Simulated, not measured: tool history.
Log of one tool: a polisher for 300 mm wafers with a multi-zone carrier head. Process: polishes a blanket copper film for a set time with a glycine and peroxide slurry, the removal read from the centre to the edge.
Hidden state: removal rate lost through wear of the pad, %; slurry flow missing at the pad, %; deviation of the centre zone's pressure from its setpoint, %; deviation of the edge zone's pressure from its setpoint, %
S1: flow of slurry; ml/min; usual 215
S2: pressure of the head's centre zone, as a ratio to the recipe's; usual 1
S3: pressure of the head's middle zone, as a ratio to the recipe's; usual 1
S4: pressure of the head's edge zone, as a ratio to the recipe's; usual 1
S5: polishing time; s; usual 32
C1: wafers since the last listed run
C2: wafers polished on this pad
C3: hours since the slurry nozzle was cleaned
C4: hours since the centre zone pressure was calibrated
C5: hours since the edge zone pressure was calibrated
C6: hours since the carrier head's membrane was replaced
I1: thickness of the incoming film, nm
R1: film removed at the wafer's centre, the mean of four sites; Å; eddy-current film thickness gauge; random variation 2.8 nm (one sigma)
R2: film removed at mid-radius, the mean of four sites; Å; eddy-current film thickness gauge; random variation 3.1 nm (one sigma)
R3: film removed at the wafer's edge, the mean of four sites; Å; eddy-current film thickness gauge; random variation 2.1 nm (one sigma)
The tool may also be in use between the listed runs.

| run | hour | S1 | S2 | S3 | S4 | S5 | C1 | C2 | C3 | C4 | C5 | C6 | I1 | R1 | R2 | R3 |
|---|---|---|---|---|---|---|---|---|---|---|---|---|---|---|---|---|
| 1 | 0 | 215 | 1 | 1.09 | 1 | 36 | 0 | 707 | 43.5 | 1052.4 | 38.2 | 676.7 | 1027.3 | 3064 | 3240 | 2930 |
| 2 | 84 | 215 | 1 | 1.09 | 1 | 36 | 641 | 1348 | 127.5 | 1136.4 | 122.2 | 760.7 | 1048.6 | 3099 | 3198 | 2945 |
|  | 115.8 | carrier head's membrane replaced by a new one |
| 3 | 143.9 | 215 | 1.03 | 1.07 | 1 | 32 | 419 | 1768 | 187.4 | 1196.3 | 182.1 | 28.1 | 1048.2 | 2886 | 2730 | 2577 |
| 4 | 198.3 | 215 | 1 | 1 | 1 | 32 | 415 | 2183 | 241.8 | 1250.7 | 236.5 | 82.5 | 1032.2 | 2714 | 2567 | 2558 |
|  | 245.4 | centre zone pressure recalibrated |
| 5 | 468 | 215 | 1 | 1 | 1.1 | 40 | 2044 | 4228 | 511.5 | 222.6 | 506.2 | 352.2 | 1017.6 | 2964 | 3057 | 3152 |
|  | 535.4 | worn pad replaced by a new one |
| 6 | 555 | 185 | 1 | 1 | 1.1 | 32 | 633 | 149 | 598.5 | 309.6 | 593.2 | 439.2 | 1035.6 | 2582 | 2605 | 2770 |
|  | 577 | slurry nozzle cleaned |
| 7 | 618.1 | 215 | 0.91 | 1 | 1 | 32 | 474 | 623 | 41.1 | 372.7 | 656.3 | 502.3 | 1028.3 | 2439 | 2665 | 2678 |
| 8 | 708.5 | 215 | 1 | 1 | 1 | 32 | 690 | 1314 | 131.5 | 463.1 | 746.7 | 592.7 | 1011.1 | 2599 | 2655 | 2609 |
|  | 744.7 | carrier head's membrane replaced by a new one |
|  | 749.4 | edge zone pressure recalibrated |
| 9 | 757.9 | 215 | 1 | 1 | 1 | 32 | 323 | 1638 | 180.9 | 512.5 | 8.5 | 13.2 | 1053.2 | 2607 | 2595 | 2605 |
| 10 | 858.1 | 185 | 1 | 1 | 1 | 32 | 765 | 2403 | 281.1 | 612.7 | 108.7 | 113.4 | 1029.3 | 2568 | 2548 | 2539 |
| 11 | 1082.3 | 265 | 1 | 1 | 1.05 | 32 | 1712 | 4115 | 505.3 | 836.9 | 332.9 | 337.6 | 1040 | 2575 | 2556 | 2563 |
|  | 1108.1 | slurry nozzle cleaned |
| 12 | 1134.9 | 215 | 1 | 1 | 1 | 22 | 394 | 4510 | 26.8 | 889.5 | 385.5 | 390.2 | 1037.1 | 1745 | 1681 | 1691 |
|  | 1141.4 | worn pad replaced by a new one |
| 13 | 1182.6 | 190 | 0.94 | 1 | 0.94 | 38 | 333 | 314 | 74.5 | 937.2 | 433.2 | 437.9 | 1026 | 3068 | 3160 | 3060 |
| 14 | 1245.9 | 215 | 1 | 1 | 1 | 32 | 483 | 798 | 137.8 | 1000.5 | 496.5 | 501.2 | 1027.1 | 2742 | 2682 | 2630 |
|  | 1332.8 | centre zone pressure recalibrated |
| 15 | 1338.9 | 215 | 1.1 | 1 | 1 | 32 | 695 | 1493 | 230.8 | 6.1 | 589.5 | 594.2 | 1035.6 | 2818 | 2589 | 2570 |
| 16 | 1410.6 | 215 | 1.1 | 0.92 | 1 | 32 | 547 | 2040 | 302.5 | 77.8 | 661.2 | 665.9 | 1015.4 | 2783 | 2443 | 2541 |
|  | 1421.5 | carrier head's membrane replaced by a new one |
| 17 | 1457.9 | 215 | 1.09 | 1.1 | 1.12 | 38 | 323 | 2363 | 349.8 | 125.1 | 708.5 | 36.4 | 1029.7 | 3255 | 3319 | 3202 |
| 18 | 1495.3 | 215 | 1 | 0.96 | 1 | 32 | 285 | 2649 | 387.2 | 162.5 | 745.9 | 73.8 | 1033.9 | 2504 | 2552 | 2540 |
|  | 1527.5 | edge zone pressure recalibrated |
| 19 | 1533.2 | 215 | 0.97 | 0.92 | 1 | 24 | 274 | 2923 | 425.1 | 200.4 | 5.7 | 111.7 | 1019.7 | 1801 | 1765 | 1918 |
|  | 1628 | slurry nozzle cleaned |
| 20 | 1710.3 | 215 | 0.97 | 0.92 | 1 | 24 | 1345 | 4268 | 82.3 | 377.5 | 182.8 | 288.8 | 1042.9 | 1779 | 1724 | 1831 |
|  | 1724.7 | worn pad replaced by a new one |
| 21 | 1785.1 | 215 | 1.06 | 1 | 1 | 41 | 540 | 461 | 157.1 | 452.3 | 257.6 | 363.6 | 1032.1 | 3695 | 3412 | 3405 |
| 22 | 1865.6 | 215 | 1.11 | 1 | 1 | 32 | 614 | 1076 | 237.6 | 532.8 | 338.1 | 444.1 | 1044 | 2877 | 2638 | 2594 |

4 ways to go on from here, each from the tool as it stands after run 22. What would each give?
| A | 1866 | 215 | 1 | 1 | 1 | 32 | 3 | 1079 | 238 | 533.2 | 338.5 | 444.5 | 1041.3 | ? | ? | ? |
| B | 1866 | 245 | 1.03 | 1 | 1.07 | 32 | 3 | 1079 | 238 | 533.2 | 338.5 | 444.5 | 1041.3 | ? | ? | ? |
| C | 1866 | 215 | 1 | 1 | 1.04 | 32 | 3 | 1079 | 238 | 533.2 | 338.5 | 444.5 | 1041.3 | ? | ? | ? |
| D | 1866 | 285 | 1.04 | 1 | 1.04 | 32 | 3 | 1079 | 238 | 533.2 | 338.5 | 444.5 | 1041.3 | ? | ? | ? |

| run | R1 | R2 | R3 |
|---|---|---|---|
| A | 2660 | 2654 | 2610 |
| B | 2774 | 2691 | 2727 |
| C | 2660 | 2654 | 2660 |
| D | 2844 | 2731 | 2719 |
Without the tool's hidden state the same runs would have given:
| run | R1 | R2 | R3 |
|---|---|---|---|
| A | 2711 | 2764 | 2718 |
| B | 2827 | 2803 | 2840 |
| C | 2711 | 2764 | 2771 |
| D | 2899 | 2844 | 2831 |
